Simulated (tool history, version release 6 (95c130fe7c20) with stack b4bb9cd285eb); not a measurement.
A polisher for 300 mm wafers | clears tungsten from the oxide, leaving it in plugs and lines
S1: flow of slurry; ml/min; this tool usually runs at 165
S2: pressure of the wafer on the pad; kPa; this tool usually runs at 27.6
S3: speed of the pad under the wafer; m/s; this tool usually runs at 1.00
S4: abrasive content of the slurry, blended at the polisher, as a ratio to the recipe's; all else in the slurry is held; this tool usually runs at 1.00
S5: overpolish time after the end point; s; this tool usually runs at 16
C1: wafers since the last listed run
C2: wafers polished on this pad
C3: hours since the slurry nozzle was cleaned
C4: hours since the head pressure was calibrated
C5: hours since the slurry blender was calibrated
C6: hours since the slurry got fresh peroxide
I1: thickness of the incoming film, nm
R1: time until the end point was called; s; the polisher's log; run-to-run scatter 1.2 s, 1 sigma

run    hour   S1    S2    S3    S4  S5   C1    C2     C3     C4     C5     C6     I1     R1
  1     0.0  165  27.6  1.26  1.00  16    0  3052  155.2  734.6  352.3  196.4  462.8   72.7
  2    35.6  165  27.6  1.26  1.00  16  371  3424  190.8  770.2  387.9  232.0  456.1   72.2
       45.5  -- head pressure recalibrated
       74.2  -- slurry blender recalibrated
  3   104.9  165  27.6  1.26  1.00  16  681  4105  260.1   59.4   30.7  301.3  455.1   77.9
      128.4  -- worn pad replaced by a new one
  4   153.8  165  27.6  1.00  1.00  16  468   264  309.0  108.3   79.6  350.2  463.5   95.4
  5   187.7  165  27.6  1.00  1.00  25  353   618  342.9  142.2  113.5  384.1  460.1   92.7
  6   252.6  200  27.6  1.00  0.85  16  677  1296  407.8  207.1  178.4  449.0  463.4   97.2
      274.1  -- slurry tank refilled with fresh slurry and peroxide
  7   314.2  165  20.7  1.00  1.20  13  632  1928  469.4  268.7  240.0   40.1  457.1  114.6
  8   374.5  165  27.6  1.00  1.00  16  629  2558  529.7  329.0  300.3  100.4  462.3   90.9
  9   426.7  165  30.3  1.00  1.00  16  544  3102  581.9  381.2  352.5  152.6  459.9   82.1
 10   490.3  165  33.8  1.00  1.00  16  663  3766  645.5  444.8  416.1  216.2  461.6   74.1
 11   531.3  215  21.4  1.00  1.20   7  427  4194  686.5  485.8  457.1  257.2  469.1  108.6
      544.9  -- slurry blender recalibrated
 12   598.9  165  27.6  1.00  0.70  16  684  4879  754.1  553.4   54.0  324.8  465.7  101.2
      633.0  -- worn pad replaced by a new one
 13   640.9  165  27.6  1.00  1.00  16  396    82  796.1  595.4   96.0  366.8  469.1   91.9
      688.8  -- slurry tank refilled with fresh slurry and peroxide
 14   707.6  105  21.4  1.28  1.00  19  685   768  862.8  662.1  162.7   18.8  464.7   97.4
 15   772.3  185  27.6  1.00  1.00  16  675  1443  927.5  726.8  227.4   83.5  465.0   88.2
 16   806.3  165  24.1  1.00  1.00  16  354  1798  961.5  760.8  261.4  117.5  468.4  102.4
      854.0  -- slurry nozzle cleaned
 17   877.7  165  27.6  1.00  1.00  16  734  2533   23.7  832.2  332.8  188.9  465.8   89.7
 18   908.7  165  27.6  0.74  1.00  16  323  2856   54.7  863.2  363.8  219.9  459.0  114.8
      911.6  -- head pressure recalibrated
 19   945.5  165  35.9  1.00  1.00  11  363  3219   91.5   33.9  400.6  256.7  462.3   75.8
 20   986.6  165  27.6  0.68  1.00  16  428  3648  132.6   75.0  441.7  297.8  461.0  133.5
     1026.0  -- slurry blender recalibrated
 21  1044.0  165  27.6  1.00  1.00  16  578  4227  190.0  132.4   18.0  355.2  461.9   97.1
 22  1074.9  165  27.6  1.20  1.00  16  322  4549  220.9  163.3   48.9  386.1  463.5   80.9
     1088.5  -- worn pad replaced by a new one
     1089.1  -- slurry tank refilled with fresh slurry and peroxide
 23  1122.9  165  22.8  0.64  1.25   7  452   352  268.9  211.3   96.9   33.8  465.3  158.2
 24  1183.5  185  27.6  1.00  1.00  16  632   985  329.5  271.9  157.5   94.4  452.7   90.2
 25  1240.5  165  27.6  1.00  1.00  16  594  1580  386.5  328.9  214.5  151.4  461.2   90.9
 26  1282.8  165  27.6  1.30  1.00  16  441  2021  428.8  371.2  256.8  193.7  466.6   72.6

Each run again, without the hidden state but with its own random variation kept:
What the log doesn't record here: removal rate lost through wear of the pad, %; slurry flow missing at the pad, %; deviation of the head's pressure from its setpoint, %; abrasive missing from the slurry, %; peroxide lost from the slurry, %.
run     R1
  1   80.4
  2   80.0
  3   79.5
  4   98.9
  5   96.9
  6  103.1
  7  122.9
  8   98.2
  9   89.2
 10   80.9
 11  119.0
 12  111.3
 13  101.2
 14  107.5
 15   97.6
 16  113.4
 17   99.5
 18  127.4
 19   76.6
 20  136.8
 21  101.2
 22   84.9
 23  167.7
 24   96.6
 25   98.1
 26   78.7
